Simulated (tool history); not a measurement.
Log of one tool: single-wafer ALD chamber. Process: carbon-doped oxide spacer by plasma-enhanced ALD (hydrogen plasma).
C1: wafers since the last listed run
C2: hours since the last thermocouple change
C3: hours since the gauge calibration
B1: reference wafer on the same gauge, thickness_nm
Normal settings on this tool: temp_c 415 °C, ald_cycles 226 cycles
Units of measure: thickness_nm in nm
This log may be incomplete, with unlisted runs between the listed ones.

run 1 hour=0.0 | temp_c=415 ald_cycles=226 | C1=0 C2=502.7 C3=1249.2 | B1=9.896 | thickness_nm=10.640
-- hour=48.1 gauge calibrated
run 2 hour=94.7 | temp_c=415 ald_cycles=226 | C1=138 C2=597.4 C3=46.6 | B1=9.904 | thickness_nm=10.628
run 3 hour=161.0 | temp_c=415 ald_cycles=226 | C1=97 C2=663.7 C3=112.9 | B1=9.895 | thickness_nm=10.607
run 4 hour=214.1 | temp_c=415 ald_cycles=226 | C1=77 C2=716.8 C3=166.0 | B1=9.913 | thickness_nm=10.625
run 5 hour=263.7 | temp_c=415 ald_cycles=226 | C1=72 C2=766.4 C3=215.6 | B1=9.904 | thickness_nm=10.551
run 6 hour=330.2 | temp_c=415 ald_cycles=226 | C1=97 C2=832.9 C3=282.1 | B1=9.902 | thickness_nm=10.537
run 7 hour=415.9 | temp_c=415 ald_cycles=226 | C1=125 C2=918.6 C3=367.8 | B1=9.904 | thickness_nm=10.546
run 8 hour=489.8 | temp_c=415 ald_cycles=226 | C1=108 C2=992.5 C3=441.7 | B1=9.904 | thickness_nm=10.580
run 9 hour=583.1 | temp_c=415 ald_cycles=226 | C1=136 C2=1085.8 C3=535.0 | B1=9.896 | thickness_nm=10.556
run 10 hour=660.9 | temp_c=415 ald_cycles=226 | C1=114 C2=1163.6 C3=612.8 | B1=9.898 | thickness_nm=10.535
run 11 hour=739.2 | temp_c=415 ald_cycles=226 | C1=114 C2=1241.9 C3=691.1 | B1=9.897 | thickness_nm=10.555
run 12 hour=809.6 | temp_c=424 ald_cycles=226 | C1=103 C2=1312.3 C3=761.5 | B1=9.895 | thickness_nm=10.275
run 13 hour=847.3 | temp_c=424 ald_cycles=226 | C1=55 C2=1350.0 C3=799.2 | B1=9.914 | thickness_nm=10.273
run 14 hour=918.1 | temp_c=430 ald_cycles=242 | C1=103 C2=1420.8 C3=870.0 | B1=9.909 | thickness_nm=10.762
run 15 hour=1019.6 | temp_c=424 ald_cycles=226 | C1=148 C2=1522.3 C3=971.5 | B1=9.900 | thickness_nm=10.243
run 16 hour=1115.8 | temp_c=407 ald_cycles=247 | C1=141 C2=1618.5 C3=1067.7 | B1=9.893 | thickness_nm=11.780
run 17 hour=1189.6 | temp_c=415 ald_cycles=226 | C1=108 C2=1692.3 C3=1141.5 | B1=9.907 | thickness_nm=10.484
run 18 hour=1237.0 | temp_c=415 ald_cycles=226 | C1=69 C2=1739.7 C3=1188.9 | B1=9.906 | thickness_nm=10.495
run 19 hour=1329.7 | temp_c=430 ald_cycles=196 | C1=135 C2=1832.4 C3=1281.6 | B1=9.898 | thickness_nm=8.701
run 20 hour=1374.5 | temp_c=430 ald_cycles=196 | C1=65 C2=1877.2 C3=1326.4 | B1=9.895 | thickness_nm=8.692
-- hour=1460.3 thermocouple changed; heater temperature recalibrated
run 21 hour=1462.2 | temp_c=429 ald_cycles=252 | C1=116 C2=1.9 C3=1414.1 | B1=9.903 | thickness_nm=11.450
-- hour=1522.4 gauge calibrated
run 22 hour=1677.1 | temp_c=415 ald_cycles=226 | C1=314 C2=216.8 C3=154.7 | B1=9.899 | thickness_nm=10.623
run 23 hour=1772.3 | temp_c=402 ald_cycles=241 | C1=139 C2=312.0 C3=249.9 | B1=9.898 | thickness_nm=11.743
run 24 hour=1816.1 | temp_c=408 ald_cycles=248 | C1=64 C2=355.8 C3=293.7 | B1=9.896 | thickness_nm=11.933
run 25 hour=1881.5 | temp_c=401 ald_cycles=195 | C1=95 C2=421.2 C3=359.1 | B1=9.902 | thickness_nm=9.548
run 26 hour=1976.5 | temp_c=424 ald_cycles=209 | C1=139 C2=516.2 C3=454.1 | B1=9.897 | thickness_nm=9.600
run 27 hour=2040.6 | temp_c=407 ald_cycles=193 | C1=93 C2=580.3 C3=518.2 | B1=9.892 | thickness_nm=9.278

Branching from run 27: 3 alternative next runs. What would each branch give?
run A hour=2041.3 | temp_c=415 ald_cycles=226 | C1=1 C2=581.0 C3=518.9 | B1=? | thickness_nm=?
run B hour=2041.3 | temp_c=415 ald_cycles=212 | C1=1 C2=581.0 C3=518.9 | B1=? | thickness_nm=?
run C hour=2041.3 | temp_c=407 ald_cycles=252 | C1=1 C2=581.0 C3=518.9 | B1=? | thickness_nm=?

run=A B1=9.892 thickness_nm=10.603
run=B B1=9.892 thickness_nm=9.946
run=C B1=9.892 thickness_nm=12.085
Without the tool's unlogged condition, the same runs would have read:
run=A thickness_nm=10.668
run=B thickness_nm=10.007
run=C thickness_nm=12.159
